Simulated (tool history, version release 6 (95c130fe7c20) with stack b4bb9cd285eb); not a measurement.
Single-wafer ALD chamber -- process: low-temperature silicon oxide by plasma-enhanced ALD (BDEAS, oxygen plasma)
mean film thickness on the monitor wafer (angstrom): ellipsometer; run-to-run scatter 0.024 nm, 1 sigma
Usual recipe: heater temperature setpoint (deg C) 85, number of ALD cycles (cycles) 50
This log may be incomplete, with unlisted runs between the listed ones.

| run | hour | heater temperature setpoint (deg C) | number of ALD cycles (cycles) | wafers since the last listed run | hours since the last thermocouple change | hours since the gauge calibration | read-back reference wafer on the same gauge, thickness_nm | mean film thickness on the monitor wafer (angstrom) |
|---|---|---|---|---|---|---|---|---|
| 1 | 0.0 | 85 | 50 | 0 | 1637.5 | 181.0 | 6.856 | 77.04 |
| 2 | 60.7 | 85 | 50 | 357 | 1698.2 | 241.7 | 6.859 | 76.75 |
| 3 | 164.1 | 85 | 50 | 609 | 1801.6 | 345.1 | 6.854 | 76.95 |
| 4 | 239.1 | 85 | 50 | 441 | 1876.6 | 420.1 | 6.860 | 77.10 |
| 5 | 294.7 | 80 | 50 | 327 | 1932.2 | 475.7 | 6.867 | 78.28 |
| 6 | 401.3 | 96 | 56 | 627 | 2038.8 | 582.3 | 6.862 | 82.66 |
| 7 | 471.2 | 85 | 44 | 411 | 2108.7 | 652.2 | 6.859 | 67.55 |
| 8 | 550.3 | 85 | 50 | 465 | 2187.8 | 731.3 | 6.858 | 77.15 |
|  | 609.5 | thermocouple changed; heater temperature recalibrated |
| 9 | 651.8 | 100 | 44 | 550 | 42.3 | 832.8 | 6.862 | 65.15 |
|  | 659.6 | gauge calibrated |
| 10 | 706.0 | 85 | 50 | 319 | 96.5 | 46.4 | 6.858 | 78.24 |
| 11 | 801.0 | 85 | 50 | 559 | 191.5 | 141.4 | 6.862 | 77.87 |
| 12 | 872.0 | 73 | 50 | 418 | 262.5 | 212.4 | 6.860 | 81.35 |
| 13 | 937.3 | 95 | 50 | 384 | 327.8 | 277.7 | 6.857 | 75.06 |
| 14 | 1037.7 | 98 | 57 | 591 | 428.2 | 378.1 | 6.861 | 84.65 |
| 15 | 1226.4 | 76 | 59 | 1111 | 616.9 | 566.8 | 6.862 | 95.33 |
| 16 | 1312.7 | 85 | 58 | 508 | 703.2 | 653.1 | 6.858 | 90.01 |
| 17 | 1393.2 | 73 | 46 | 474 | 783.7 | 733.6 | 6.859 | 74.63 |

What if the next run were any one of these 5? Each begins from the tool's condition after run 17:
| A | 1393.7 | 85 | 42 | 2 | 784.2 | 734.1 | ? | ? |
| B | 1393.7 | 80 | 59 | 2 | 784.2 | 734.1 | ? | ? |
| C | 1393.7 | 91 | 44 | 2 | 784.2 | 734.1 | ? | ? |
| D | 1393.7 | 85 | 54 | 2 | 784.2 | 734.1 | ? | ? |
| E | 1393.7 | 76 | 50 | 2 | 784.2 | 734.1 | ? | ? |

| run | read-back reference wafer on the same gauge, thickness_nm | mean film thickness on the monitor wafer (angstrom) |
|---|---|---|
| A | 6.858 | 65.12 |
| B | 6.858 | 93.28 |
| C | 6.858 | 66.60 |
| D | 6.858 | 83.72 |
| E | 6.858 | 80.28 |
Without the tool's unlogged condition, the same runs would have read:
| run | mean film thickness on the monitor wafer (angstrom) |
|---|---|
| A | 65.85 |
| B | 94.31 |
| C | 67.37 |
| D | 84.66 |
| E | 81.15 |
